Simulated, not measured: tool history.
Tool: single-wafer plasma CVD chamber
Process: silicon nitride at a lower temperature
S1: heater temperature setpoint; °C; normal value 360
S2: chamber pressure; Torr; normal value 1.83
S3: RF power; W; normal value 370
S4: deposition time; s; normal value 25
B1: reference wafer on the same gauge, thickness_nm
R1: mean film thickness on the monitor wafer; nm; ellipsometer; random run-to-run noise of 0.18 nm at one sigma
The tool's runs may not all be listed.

{"run": 1, "hour": 0.0, "S1": 360, "S2": 1.83, "S3": 370, "S4": 25, "B1": 30.341, "R1": 31.992}
{"run": 2, "hour": 49.4, "S1": 360, "S2": 1.83, "S3": 370, "S4": 25, "B1": 30.304, "R1": 31.826}
{"run": 3, "hour": 99.1, "S1": 360, "S2": 1.83, "S3": 335, "S4": 25, "B1": 30.302, "R1": 30.332}
{"run": 4, "hour": 203.8, "S1": 360, "S2": 1.83, "S3": 335, "S4": 25, "B1": 30.308, "R1": 30.238}
{"run": 5, "hour": 266.3, "S1": 360, "S2": 1.83, "S3": 335, "S4": 25, "B1": 30.272, "R1": 30.127}
{"run": 6, "hour": 330.5, "S1": 360, "S2": 1.83, "S3": 370, "S4": 26.2, "B1": 30.306, "R1": 33.335}
{"run": 7, "hour": 395.5, "S1": 355, "S2": 1.51, "S3": 430, "S4": 29.1, "B1": 30.285, "R1": 38.053}
{"hour": 429.7, "done": "capacitance manometer re-zeroed and calibrated"}
{"run": 8, "hour": 435.7, "S1": 360, "S2": 1.4, "S3": 350, "S4": 25, "B1": 30.256, "R1": 28.359}
{"hour": 501.7, "done": "gauge calibrated"}
{"run": 9, "hour": 545.2, "S1": 360, "S2": 1.71, "S3": 370, "S4": 25, "B1": 30.312, "R1": 30.98}
{"hour": 747.0, "done": "RF generator calibrated"}
{"run": 10, "hour": 841.6, "S1": 360, "S2": 2.21, "S3": 310, "S4": 25, "B1": 30.28, "R1": 30.399}
{"hour": 870.3, "done": "thermocouple changed; heater temperature recalibrated"}
{"run": 11, "hour": 1152.8, "S1": 360, "S2": 1.51, "S3": 370, "S4": 25, "B1": 30.307, "R1": 30.296}
{"run": 12, "hour": 1293.0, "S1": 360, "S2": 1.83, "S3": 370, "S4": 25, "B1": 30.298, "R1": 31.858}
{"run": 13, "hour": 1390.9, "S1": 354, "S2": 1.7, "S3": 345, "S4": 22.3, "B1": 30.321, "R1": 27.016}
{"run": 14, "hour": 1497.5, "S1": 360, "S2": 1.83, "S3": 370, "S4": 29.7, "B1": 30.284, "R1": 37.536}
{"run": 15, "hour": 1597.4, "S1": 360, "S2": 1.83, "S3": 370, "S4": 21.5, "B1": 30.277, "R1": 27.484}
{"run": 16, "hour": 1668.3, "S1": 371, "S2": 1.83, "S3": 370, "S4": 26.3, "B1": 30.315, "R1": 33.297}
{"run": 17, "hour": 1706.8, "S1": 354, "S2": 1.83, "S3": 305, "S4": 29.7, "B1": 30.272, "R1": 33.531}
{"hour": 1919.8, "done": "capacitance manometer re-zeroed and calibrated"}
{"run": 18, "hour": 1986.5, "S1": 360, "S2": 2.17, "S3": 370, "S4": 22.9, "B1": 30.286, "R1": 29.923}
{"run": 19, "hour": 2055.5, "S1": 366, "S2": 1.83, "S3": 300, "S4": 20.1, "B1": 30.294, "R1": 22.12}
{"run": 20, "hour": 2132.0, "S1": 360, "S2": 2.02, "S3": 335, "S4": 25, "B1": 30.286, "R1": 30.254}
{"run": 21, "hour": 2207.4, "S1": 360, "S2": 1.96, "S3": 370, "S4": 25, "B1": 30.269, "R1": 31.98}
{"hour": 2275.6, "done": "showerhead replaced"}
{"run": 22, "hour": 2306.9, "S1": 348, "S2": 1.83, "S3": 370, "S4": 28.1, "B1": 30.32, "R1": 35.437}
{"run": 23, "hour": 2408.7, "S1": 360, "S2": 1.83, "S3": 390, "S4": 25, "B1": 30.292, "R1": 32.068}
{"hour": 2490.3, "done": "RF generator calibrated"}
{"hour": 2493.0, "done": "thermocouple changed; heater temperature recalibrated"}
{"run": 24, "hour": 2692.4, "S1": 353, "S2": 1.83, "S3": 425, "S4": 20.7, "B1": 30.318, "R1": 29.176}
{"run": 25, "hour": 2850.0, "S1": 360, "S2": 2.25, "S3": 370, "S4": 27.2, "B1": 30.286, "R1": 37.149}
{"run": 26, "hour": 2893.1, "S1": 374, "S2": 1.57, "S3": 395, "S4": 25, "B1": 30.322, "R1": 31.565}
{"run": 27, "hour": 3114.5, "S1": 360, "S2": 1.83, "S3": 370, "S4": 25, "B1": 30.331, "R1": 32.183}
{"run": 28, "hour": 3172.1, "S1": 360, "S2": 1.83, "S3": 370, "S4": 25, "B1": 30.295, "R1": 31.798}
{"run": 29, "hour": 3273.4, "S1": 360, "S2": 2.05, "S3": 370, "S4": 23.5, "B1": 30.306, "R1": 30.845}

Forecast each of these 3 alternatives for the next run:
{"run": "A", "hour": 3273.8, "S1": 360, "S2": 1.83, "S3": 370, "S4": 25, "B1": "?", "R1": "?"}
{"run": "B", "hour": 3273.8, "S1": 360, "S2": 1.83, "S3": 440, "S4": 21.8, "B1": "?", "R1": "?"}
{"run": "C", "hour": 3273.8, "S1": 367, "S2": 2.28, "S3": 315, "S4": 27.1, "B1": "?", "R1": "?"}

run=A B1=30.305 R1=31.901
run=B B1=30.305 R1=30.745
run=C B1=30.305 R1=33.223
What these runs would have given with no unlogged condition in the tool:
run=A R1=32.172
run=B R1=30.989
run=C R1=33.516

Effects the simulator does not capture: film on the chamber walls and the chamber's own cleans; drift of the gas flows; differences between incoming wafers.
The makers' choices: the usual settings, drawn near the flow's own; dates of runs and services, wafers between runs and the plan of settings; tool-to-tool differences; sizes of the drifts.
